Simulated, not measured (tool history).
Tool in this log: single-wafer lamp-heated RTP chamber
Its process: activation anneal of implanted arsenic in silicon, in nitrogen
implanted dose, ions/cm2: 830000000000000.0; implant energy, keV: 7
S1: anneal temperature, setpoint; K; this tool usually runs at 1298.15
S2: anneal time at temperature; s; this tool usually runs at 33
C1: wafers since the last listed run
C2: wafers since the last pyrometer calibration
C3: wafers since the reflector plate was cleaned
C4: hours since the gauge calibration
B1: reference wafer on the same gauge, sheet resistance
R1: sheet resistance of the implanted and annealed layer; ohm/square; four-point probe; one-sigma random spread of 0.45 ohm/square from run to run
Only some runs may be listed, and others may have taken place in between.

run    hour       S1  S2    C1    C2    C3     C4      B1      R1
  1       0  1298.15  23     0  1796   245  347.8  149.01  160.56
  2    42.7  1298.15  33   661  2458   906  390.5  149.07  151.06
  3    71.2  1298.15  33   441  2899  1347    419  149.02  150.53
  4   124.9  1298.15  33   831  3731  2179  472.7  148.93  149.51
  5   160.8  1298.15  33   555  4287  2735  508.6  148.94     149
  6     248  1298.15  33  1350  5637  4086  595.8  148.97  147.39
  7     293  1298.15  33   696  6334  4783  640.8  149.08  147.67
      306.8  -- pyrometer window cleaned and pyrometer calibrated
  8   346.2  1298.15  33   700   609  5483    694  149.04   149.9
  9   386.6  1298.15  33   625  1235  6108  734.4  148.99  149.91
 10   423.9  1298.15  33   577  1813  6686  771.7     149   150.2
      487.9  -- reflector plate cleaned
 11   488.4  1298.15  33   875  2688     7  836.2  148.95  151.27
 12   551.7  1298.15  33   980  3668   987  899.5   149.1  149.88
 13   606.5  1298.15  20   848  4517  1836  954.3  148.98   159.5
      621.6  -- gauge calibrated
 14   645.3  1298.15  45   600  5118  2437   23.7   148.9  142.41
 15   695.7  1298.15  45   780  5898  3217   74.1  148.99   142.4
      714.9  -- pyrometer window cleaned and pyrometer calibrated
 16   739.6  1281.15  44   555   382  3773    118  148.84  152.77
 17   797.6  1298.15  28   898  1280  4671    176  148.98  153.69
 18   830.1  1271.15  40   503  1783  5175  208.5   148.9   160.8
 19   856.8  1317.15  16   413  2197  5588  235.2  148.97  155.65
      925.4  -- reflector plate cleaned
 20   925.9  1298.15  33   946  3143     7  304.3  148.96  150.86
 21   973.7  1317.15  43   740  3883   747  352.1  148.95  139.02
 22  1022.9  1298.15  38   761  4645  1509  401.3  149.02  146.76
 23  1051.5  1306.15  33   442  5088  1952  429.9  149.03  145.43
 24  1123.2  1298.15  19  1110  6199  3062  501.6  149.03  157.23
     1162.5  -- pyrometer window cleaned and pyrometer calibrated
 25  1169.2  1280.15  33   588   104  3651  547.6  148.93  159.05
 26  1194.4  1283.15  13   390   494  4041  572.8  148.93  183.33
 27  1248.7  1298.15  49   840  1335  4882  627.1  149.03  143.51
 28  1394.5  1317.15  43  2258  3593  7140  772.9  149.09  137.91
       1416  -- gauge calibrated
 29  1423.1  1313.15  20   442  4036  7583    7.1  149.09  151.34
     1435.9  -- reflector plate cleaned
 30  1479.7  1298.15  33   752  4789   677   63.7  148.98  149.01

How the hidden state differs across the entries between the runs, from the last listed run before each to the first after it:
From run 7 to run 8: pyrometer window cleaned and pyrometer calibrated (hour 306.8)
  true wafer temperature minus pyrometer reading, K: 10.5 -> 0.966; wafer temperature error from the tarnished reflector plate, K: 3.65 -> 3.81
  difference, measured minus the result without the unlogged condition, R1: -6 -> -2.22 ohm/square
From run 10 to run 11: reflector plate cleaned (hour 487.9)
  true wafer temperature minus pyrometer reading, K: 1.68 -> 2.8; wafer temperature error from the tarnished reflector plate, K: 3.96 -> 0.175
  difference, measured minus the result without the unlogged condition, R1: -2.61 -> -1.42 ohm/square
From run 13 to run 14: gauge calibrated (hour 621.6)
  true wafer temperature minus pyrometer reading, K: 6.13 -> 7.57; wafer temperature error from the tarnished reflector plate, K: 2.42 -> 2.85
  difference, measured minus the result without the unlogged condition, R1: -5.15 -> -3.72 ohm/square
From run 15 to run 16: pyrometer window cleaned and pyrometer calibrated (hour 714.9)
  true wafer temperature minus pyrometer reading, K: 9.72 -> 0.922; wafer temperature error from the tarnished reflector plate, K: 3.26 -> 3.53
  difference, measured minus the result without the unlogged condition, R1: -4.53 -> -2.7 ohm/square
From run 19 to run 20: reflector plate cleaned (hour 925.4)
  true wafer temperature minus pyrometer reading, K: 2.06 -> 3.49; wafer temperature error from the tarnished reflector plate, K: 3.95 -> 0.325
  difference, measured minus the result without the unlogged condition, R1: -3.13 -> -1.8 ohm/square
From run 24 to run 25: pyrometer window cleaned and pyrometer calibrated (hour 1162.5)
  true wafer temperature minus pyrometer reading, K: 10.6 -> 1.65; wafer temperature error from the tarnished reflector plate, K: 3.34 -> 3.64
  difference, measured minus the result without the unlogged condition, R1: -8.31 -> -3.62 ohm/square
From run 28 to run 29: gauge calibrated (hour 1416)
  true wafer temperature minus pyrometer reading, K: 4.79 -> 5.61; wafer temperature error from the tarnished reflector plate, K: 4.27 -> 4.3
  difference, measured minus the result without the unlogged condition, R1: -2.54 -> -4.71 ohm/square
From run 29 to run 30: reflector plate cleaned (hour 1435.9)
  true wafer temperature minus pyrometer reading, K: 5.61 -> 7.53; wafer temperature error from the tarnished reflector plate, K: 4.3 -> 1.19
  difference, measured minus the result without the unlogged condition, R1: -4.71 -> -3.89 ohm/square
